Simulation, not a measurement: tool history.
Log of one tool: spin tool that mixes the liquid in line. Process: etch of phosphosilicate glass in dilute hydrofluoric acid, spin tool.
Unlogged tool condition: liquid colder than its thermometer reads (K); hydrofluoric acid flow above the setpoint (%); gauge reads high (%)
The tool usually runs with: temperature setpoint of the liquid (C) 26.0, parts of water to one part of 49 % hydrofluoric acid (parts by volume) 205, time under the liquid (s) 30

run,hour,temperature setpoint of the liquid (C),parts of water to one part of 49 % hydrofluoric acid (parts by volume),time under the liquid (s),wafers since the last listed run,hours since the thermometer was replaced,hours since the hydrofluoric acid flow meter was replaced,hours since the gauge calibration,"read-back film thickness of the phosphosilicate glass reference wafer, read on the same gauge (nm)",thickness taken off the phosphosilicate glass on a monitor wafer (nm)
1,0.0,26.0,205,30,0,1967.4,1362.7,150.0,49.98,22.48
2,22.2,26.0,205,30,331,1989.6,1384.9,172.2,49.99,22.47
3,68.3,26.0,275,20,687,2035.7,1431.0,218.3,49.97,10.39
4,82.8,26.0,275,20,216,2050.2,1445.5,232.8,50.02,10.42
5,99.8,26.0,205,30,253,2067.2,1462.5,249.8,49.97,22.48
# hour 123.0: gauge calibrated
6,126.3,26.0,205,30,395,2093.7,1489.0,3.3,49.98,22.46
7,141.2,26.0,205,35,222,2108.6,1503.9,18.2,49.99,26.10
8,167.9,26.0,205,35,398,2135.3,1530.6,44.9,50.00,26.16
9,184.3,26.0,205,30,244,2151.7,1547.0,61.3,50.03,22.36
10,196.4,28.0,115,45,180,2163.8,1559.1,73.4,50.03,71.22
# hour 210.3: thermometer replaced
11,226.4,30.0,170,50,432,16.1,1589.1,103.4,50.00,58.66
12,249.0,30.0,150,15,337,38.7,1611.7,126.0,50.00,20.38
# hour 290.9: hydrofluoric acid flow meter replaced
13,291.4,28.5,205,40,617,81.1,0.5,168.4,50.02,35.31
14,311.5,27.5,205,30,299,101.2,20.6,188.5,50.00,25.49
15,323.6,26.0,205,30,180,113.3,32.7,200.6,49.98,24.10
16,338.9,26.0,205,30,228,128.6,48.0,215.9,49.96,24.34
17,363.0,26.0,115,40,359,152.7,72.1,240.0,50.04,63.69
18,396.6,26.0,205,30,501,186.3,105.7,273.6,50.00,24.00

Below are 3 alternative next runs, each starting from the tool's condition after run 18. Predict each:
A,397.0,22.0,205,30,5,186.7,106.1,274.0,?,?
B,397.0,26.0,230,30,5,186.7,106.1,274.0,?,?
C,397.0,22.5,160,15,5,186.7,106.1,274.0,?,?

run,"read-back film thickness of the phosphosilicate glass reference wafer, read on the same gauge (nm)",thickness taken off the phosphosilicate glass on a monitor wafer (nm)
A,50.03,20.82
B,50.03,20.93
C,50.03,14.25
Stripped of hidden state, with their random variation kept, the same runs would have yielded:
run,thickness taken off the phosphosilicate glass on a monitor wafer (nm)
A,21.05
B,21.15
C,14.41

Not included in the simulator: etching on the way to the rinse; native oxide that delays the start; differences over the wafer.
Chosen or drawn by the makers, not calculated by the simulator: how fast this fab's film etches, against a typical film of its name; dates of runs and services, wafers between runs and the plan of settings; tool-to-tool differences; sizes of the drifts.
